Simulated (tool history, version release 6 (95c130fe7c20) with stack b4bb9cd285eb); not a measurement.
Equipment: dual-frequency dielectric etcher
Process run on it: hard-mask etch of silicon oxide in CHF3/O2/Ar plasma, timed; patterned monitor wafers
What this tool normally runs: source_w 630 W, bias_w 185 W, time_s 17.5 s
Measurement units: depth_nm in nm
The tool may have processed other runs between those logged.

run	hour	source_w	bias_w	time_s	wafers since the last listed run	hours since the last wet clean	hours since the last source power generator calibration	hours since the last bias power generator calibration	hours since the last upper electrode change	hours since the gauge calibration	read-back reference wafer on the same gauge, depth_nm	depth_nm
1	0	630	158	17.5	0	400.2	4152.2	3948.4	3887.8	38.5	43.52	38.75
2	7.3	630	158	17.5	124	407.5	4159.5	3955.7	3895.1	45.8	43.5	38.9
3	20.5	630	185	17.5	224	420.7	4172.7	3968.9	3908.3	59	43.48	40.57
4	35.4	630	185	17.5	253	435.6	4187.6	3983.8	3923.2	73.9	43.5	41.12
5	44.7	560	185	15	158	444.9	4196.9	3993.1	3932.5	83.2	43.55	32.89
# hour 54: bias power generator calibrated
# hour 79.7: gauge calibrated
# hour 84.1: wet clean of the chamber
6	84.6	630	185	17.5	202	0.5	4236.8	30.6	3972.4	4.9	43.48	42.22
7	84.9	630	185	17.5	5	0.8	4237.1	30.9	3972.7	5.2	43.49	42.28
8	85.2	710	185	17.5	5	1.1	4237.4	31.2	3973	5.5	43.53	44.86
# hour 110.8: wet clean of the chamber, repeated, since the last time left the tool worse
# hour 111.8: source power generator calibrated
# hour 125.5: upper electrode replaced
9	126	770	185	13.5	35	15.2	14.2	72	0.5	46.3	43.5	34.11
10	126.3	710	185	17.5	5	15.5	14.5	72.3	0.8	46.6	43.53	42.39
11	126.6	710	185	14	5	15.8	14.8	72.6	1.1	46.9	43.52	33.84
12	126.9	550	162	17.5	5	16.1	15.1	72.9	1.4	47.2	43.47	35.57
13	133.1	580	215	19	105	22.3	21.3	79.1	7.6	53.4	43.51	43.45
14	145.6	630	185	20.5	212	34.8	33.8	91.6	20.1	65.9	43.45	46.49
15	156.6	630	185	17.5	186	45.8	44.8	102.6	31.1	76.9	43.5	39.59
16	163.5	510	225	14	117	52.7	51.7	109.5	38	83.8	43.5	30.23
17	175.7	540	185	15	207	64.9	63.9	121.7	50.2	96	43.55	31.6

Subtracting, for every run, the result it would have given without the tool's unlogged condition from the measured result gives the following. The same run-to-run variation enters both numbers; the gauge's scatter may not:
Unlogged tool condition in this case: etch rate over this chamber's usual, %; source power that arrives over what is set, %; bias power that arrives over what is set, %; gauge reads high (%).
run	depth_nm
1	+1.03
2	+1.06
3	+1.15
4	+1.21
5	+0.99
6	+2.64
7	+2.65
8	+2.81
9	+0.11
10	+0.13
11	+0.11
12	+0.11
13	+0.16
14	+0.22
15	+0.22
16	+0.18
17	+0.22
